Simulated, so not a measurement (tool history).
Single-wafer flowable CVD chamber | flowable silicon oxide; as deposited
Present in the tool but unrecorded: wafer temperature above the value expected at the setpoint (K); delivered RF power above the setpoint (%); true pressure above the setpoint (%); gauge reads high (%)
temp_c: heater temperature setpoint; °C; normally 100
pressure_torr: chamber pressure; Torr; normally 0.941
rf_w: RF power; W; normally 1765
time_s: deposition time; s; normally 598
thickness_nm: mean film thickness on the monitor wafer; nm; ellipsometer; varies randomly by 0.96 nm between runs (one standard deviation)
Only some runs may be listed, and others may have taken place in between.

run	hour	temp_c	pressure_torr	rf_w	time_s	wafers since the last listed run	hours since the last thermocouple change	hours since the last RF generator calibration	hours since the last manometer calibration	hours since the showerhead was replaced	hours since the gauge calibration	read-back reference wafer on the same gauge, thickness_nm	thickness_nm
1	0	100	0.941	1765	598	0	2438.3	1224.8	2524.3	8645	89.8	487.978	354.583
2	12.7	100	0.941	1765	598	47	2451	1237.5	2537	8657.7	102.5	487.81	353.652
3	27.3	100	0.941	1765	598	54	2465.6	1252.1	2551.6	8672.3	117.1	487.978	353.476
4	37.2	100	0.941	1765	598	37	2475.5	1262	2561.5	8682.2	127	487.835	353.371
5	52.2	100	0.941	1765	598	56	2490.5	1277	2576.5	8697.2	142	487.926	353.408
6	66.1	92	0.941	1765	598	52	2504.4	1290.9	2590.4	8711.1	155.9	487.832	444.501
7	74.5	92	0.941	1765	598	31	2512.8	1299.3	2598.8	8719.5	164.3	488.089	443.762
8	80.7	100	0.941	1890	598	23	2519	1305.5	2605	8725.7	170.5	488.374	356.559
9	87.6	100	0.941	1765	598	25	2525.9	1312.4	2611.9	8732.6	177.4	488.059	349.854
10	100.6	100	0.941	1765	598	48	2538.9	1325.4	2624.9	8745.6	190.4	488.209	350.676
11	118.4	100	0.941	1935	598	66	2556.7	1343.2	2642.7	8763.4	208.2	487.999	357.614
# hour 132.2: thermocouple changed; heater temperature recalibrated
# hour 133.7: showerhead replaced
12	134.2	100	0.941	1935	598	23	2	1359	2658.5	0.5	224	488.013	398.628
13	142.9	92	0.941	1435	598	32	10.7	1367.7	2667.2	9.2	232.7	487.954	464.693
14	154.3	100	0.941	1765	598	42	22.1	1379.1	2678.6	20.6	244.1	488.084	390.14
15	169.5	92	0.941	1765	598	57	37.3	1394.3	2693.8	35.8	259.3	488.059	489.82
16	183	100	1.158	1945	598	50	50.8	1407.8	2707.3	49.3	272.8	487.879	490.682
# hour 224.6: RF generator calibrated
17	225.1	90	0.941	1765	685	128	92.9	0.5	2749.4	91.4	314.9	488.302	594.212
# hour 235.8: gauge calibrated
18	237.8	100	0.941	1470	531	47	105.6	13.2	2762.1	104.1	2	487.621	326.452
19	246.1	109	0.865	2085	543	31	113.9	21.5	2770.4	112.4	10.3	488.123	256.303
20	258.9	100	0.941	1765	598	48	126.7	34.3	2783.2	125.2	23.1	487.799	386.987
# hour 279.6: capacitance manometer re-zeroed and calibrated
21	297.9	100	0.831	1765	703	116	165.7	73.3	18.3	164.2	62.1	487.815	427.882
22	315.1	85	0.769	2060	498	64	182.9	90.5	35.5	181.4	79.3	487.801	442.841
23	331.8	100	1.029	2020	598	62	199.6	107.2	52.2	198.1	96	487.801	465.76
24	340.2	92	0.941	1765	598	31	208	115.6	60.6	206.5	104.4	487.457	519.346
25	357.6	100	0.941	1765	598	65	225.4	133	78	223.9	121.8	488.358	413.378
26	373	100	1.063	1765	505	57	240.8	148.4	93.4	239.3	137.2	488.42	394.499
27	385	100	0.732	1950	634	45	252.8	160.4	105.4	251.3	149.2	487.767	346.364

Each row is a separate what-if for the run after 27, all from the same tool condition, not one after another. Results?
A	385.6	100	0.941	1765	480	2	253.4	161	106	251.9	149.8	?	?
B	385.6	100	0.941	1765	704	2	253.4	161	106	251.9	149.8	?	?
C	385.6	94	0.831	1470	657	2	253.4	161	106	251.9	149.8	?	?
D	385.6	100	0.941	1765	506	2	253.4	161	106	251.9	149.8	?	?
E	385.6	100	0.941	1765	712	2	253.4	161	106	251.9	149.8	?	?

run	read-back reference wafer on the same gauge, thickness_nm	thickness_nm
A	488.497	330.206
B	488.497	484.301
C	488.497	450.145
D	488.497	348.092
E	488.497	489.805
Take away the tool's hidden state, keep each run's random variation, and the runs would have read:
run	thickness_nm
A	335.729
B	492.402
C	457.949
D	353.914
E	497.998
